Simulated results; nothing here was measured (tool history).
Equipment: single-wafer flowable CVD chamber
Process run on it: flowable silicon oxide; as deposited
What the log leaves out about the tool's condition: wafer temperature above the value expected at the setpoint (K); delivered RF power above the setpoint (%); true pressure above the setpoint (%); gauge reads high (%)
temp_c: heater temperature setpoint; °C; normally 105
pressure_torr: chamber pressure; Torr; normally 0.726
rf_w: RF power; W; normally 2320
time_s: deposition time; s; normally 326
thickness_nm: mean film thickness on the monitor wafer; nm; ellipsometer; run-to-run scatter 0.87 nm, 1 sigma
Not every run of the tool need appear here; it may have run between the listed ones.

| run | hour | temp_c | pressure_torr | rf_w | time_s | wafers since the last listed run | hours since the last thermocouple change | hours since the last RF generator calibration | hours since the last manometer calibration | hours since the showerhead was replaced | hours since the gauge calibration | read-back reference wafer on the same gauge, thickness_nm | thickness_nm |
|---|---|---|---|---|---|---|---|---|---|---|---|---|---|
| 1 | 0 | 105 | 0.726 | 2320 | 296 | 0 | 1584.2 | 650.4 | 1068.7 | 2741.6 | 236.6 | 174.488 | 145.287 |
| 2 | 8.5 | 105 | 0.726 | 2320 | 326 | 60 | 1592.7 | 658.9 | 1077.2 | 2750.1 | 245.1 | 175.117 | 159.383 |
| 3 | 24.3 | 105 | 0.726 | 2320 | 326 | 112 | 1608.5 | 674.7 | 1093 | 2765.9 | 260.9 | 174.531 | 161.937 |
| 4 | 35.6 | 105 | 0.726 | 2320 | 326 | 80 | 1619.8 | 686 | 1104.3 | 2777.2 | 272.2 | 174.826 | 159.782 |
| 5 | 43.8 | 105 | 0.726 | 2320 | 326 | 58 | 1628 | 694.2 | 1112.5 | 2785.4 | 280.4 | 174.963 | 160.832 |
| 6 | 56.5 | 105 | 0.726 | 2135 | 326 | 90 | 1640.7 | 706.9 | 1125.2 | 2798.1 | 293.1 | 175.143 | 157.463 |
| 7 | 70.7 | 105 | 0.726 | 2135 | 326 | 100 | 1654.9 | 721.1 | 1139.4 | 2812.3 | 307.3 | 174.98 | 158.556 |
| 8 | 87.8 | 105 | 0.621 | 2320 | 326 | 121 | 1672 | 738.2 | 1156.5 | 2829.4 | 324.4 | 175.026 | 136.508 |
| 9 | 102.6 | 105 | 0.621 | 2320 | 326 | 104 | 1686.8 | 753 | 1171.3 | 2844.2 | 339.2 | 174.607 | 137.803 |
|  | 107.1 | gauge calibrated |
| 10 | 114.6 | 105 | 0.726 | 2320 | 326 | 85 | 1698.8 | 765 | 1183.3 | 2856.2 | 7.5 | 175.154 | 160.777 |
| 11 | 128.7 | 105 | 0.726 | 2320 | 326 | 99 | 1712.9 | 779.1 | 1197.4 | 2870.3 | 21.6 | 175.229 | 162.267 |
| 12 | 138.8 | 95 | 0.57 | 2740 | 263 | 71 | 1723 | 789.2 | 1207.5 | 2880.4 | 31.7 | 175.035 | 147.724 |
| 13 | 148.9 | 105 | 0.726 | 2745 | 326 | 71 | 1733.1 | 799.3 | 1217.6 | 2890.5 | 41.8 | 175.134 | 165.528 |
| 14 | 162.4 | 105 | 0.851 | 1940 | 326 | 95 | 1746.6 | 812.8 | 1231.1 | 2904 | 55.3 | 175.176 | 182.012 |
|  | 176.5 | capacitance manometer re-zeroed and calibrated |
| 15 | 177 | 105 | 0.726 | 2320 | 326 | 46 | 1761.2 | 827.4 | 0.5 | 2918.6 | 69.9 | 174.644 | 170.681 |
|  | 207.6 | showerhead replaced |
| 16 | 222.2 | 92 | 0.893 | 2320 | 373 | 263 | 1806.4 | 872.6 | 45.7 | 14.6 | 115.1 | 174.812 | 365.705 |
| 17 | 236.3 | 101 | 0.556 | 2320 | 347 | 99 | 1820.5 | 886.7 | 59.8 | 28.7 | 129.2 | 174.776 | 160.661 |
| 18 | 243.1 | 105 | 0.726 | 2320 | 326 | 48 | 1827.3 | 893.5 | 66.6 | 35.5 | 136 | 175.02 | 171.906 |
|  | 254 | thermocouple changed; heater temperature recalibrated |
|  | 258.4 | capacitance manometer re-zeroed and calibrated, repeated, since the last time left the tool worse |
| 19 | 258.9 | 105 | 0.893 | 2320 | 375 | 24 | 4.9 | 909.3 | 0.5 | 51.3 | 151.8 | 174.638 | 217.517 |
| 20 | 272.3 | 95 | 0.842 | 2715 | 285 | 94 | 18.3 | 922.7 | 13.9 | 64.7 | 165.2 | 175.075 | 221.072 |
|  | 284.5 | RF generator calibrated |
| 21 | 285 | 111 | 0.556 | 2140 | 326 | 33 | 31 | 0.5 | 26.6 | 77.4 | 177.9 | 175.187 | 95.794 |
| 22 | 296.4 | 105 | 0.726 | 1955 | 279 | 80 | 42.4 | 11.9 | 38 | 88.8 | 189.3 | 175.133 | 126.944 |
| 23 | 312.3 | 105 | 0.666 | 2320 | 326 | 112 | 58.3 | 27.8 | 53.9 | 104.7 | 205.2 | 174.937 | 141.101 |
| 24 | 319.1 | 105 | 0.726 | 2765 | 309 | 48 | 65.1 | 34.6 | 60.7 | 111.5 | 212 | 174.883 | 149.45 |
| 25 | 343.2 | 105 | 0.726 | 2320 | 262 | 170 | 89.2 | 58.7 | 84.8 | 135.6 | 236.1 | 175.06 | 123.589 |
| 26 | 375.5 | 105 | 0.726 | 2320 | 326 | 228 | 121.5 | 91 | 117.1 | 167.9 | 268.4 | 174.503 | 153.072 |
| 27 | 388.3 | 105 | 0.618 | 2320 | 348 | 90 | 134.3 | 103.8 | 129.9 | 180.7 | 281.2 | 174.777 | 140.273 |

Some steps in thickness_nm between neighbouring runs. How much of each would the tool show without its hidden state too (settings, what came in, random variation), and how much is left for the hidden state, with any gauge scatter that isn't in both results?
Run 15 -> 16: temp_c 105 -> 92, pressure_torr 0.726 -> 0.893, time_s 326 -> 373, showerhead replaced. thickness_nm +195.024 nm: hidden state +16.544, all else +178.48.
Run 16 -> 17: temp_c 92 -> 101, pressure_torr 0.893 -> 0.556, time_s 373 -> 347. thickness_nm -205.044 nm: hidden state -16.471, all else -188.573.
Run 18 -> 19: pressure_torr 0.726 -> 0.893, time_s 326 -> 375, thermocouple changed; heater temperature recalibrated, capacitance manometer re-zeroed and calibrated, repeated, since the last time left the tool worse. thickness_nm +45.611 nm: hidden state -17.382, all else +62.993.
